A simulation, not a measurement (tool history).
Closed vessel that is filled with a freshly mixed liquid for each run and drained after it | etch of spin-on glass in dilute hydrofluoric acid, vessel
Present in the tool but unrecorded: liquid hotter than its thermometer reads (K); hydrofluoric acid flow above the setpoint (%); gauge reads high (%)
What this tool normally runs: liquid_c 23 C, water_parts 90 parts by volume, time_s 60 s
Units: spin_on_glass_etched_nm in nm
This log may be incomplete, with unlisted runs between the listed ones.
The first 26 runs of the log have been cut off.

run,hour,liquid_c,water_parts,time_s,wafers since the last listed run,hours since the thermometer was replaced,hours since the hydrofluoric acid flow meter was replaced,hours since the gauge calibration,"read-back film thickness of the spin-on glass reference wafer, read on the same gauge (nm)",spin_on_glass_etched_nm
27,1842.6,21,105,35,6869,1079.2,1911.5,796.6,30,9.02
28,1907.3,23,90,95,8466,1143.9,1976.2,861.3,29.98,31.34
29,1982.2,19.5,55,45,9801,1218.8,2051.1,936.2,29.97,22.23
# hour 2055.7: hydrofluoric acid flow meter replaced
30,2078.7,23,90,40,12496,1315.3,23,1032.7,30.02,13.37
31,2359.6,20.5,50,45,36757,1596.2,303.9,1313.6,30.02,25.83
32,2616.3,23,90,60,33590,1852.9,560.6,1570.3,29.99,20.43
33,2715.6,18.5,90,60,12993,1952.2,659.9,1669.6,30.02,17.05
34,2785.1,20,90,60,9094,2021.7,729.4,1739.1,30.04,17.88

Each row is a separate what-if for the run after 34, all from the same tool condition, not one after another. Results?
A,2785.8,19,90,60,91,2022.4,730.1,1739.8,?,?
B,2785.8,23,75,60,91,2022.4,730.1,1739.8,?,?
C,2785.8,19.5,90,80,91,2022.4,730.1,1739.8,?,?

run,"read-back film thickness of the spin-on glass reference wafer, read on the same gauge (nm)",spin_on_glass_etched_nm
A,29.97,17.35
B,29.97,24.95
C,29.97,23.61
Without the tool's hidden state the same runs would have given:
run,spin_on_glass_etched_nm
A,16.38
B,23.59
C,22.3
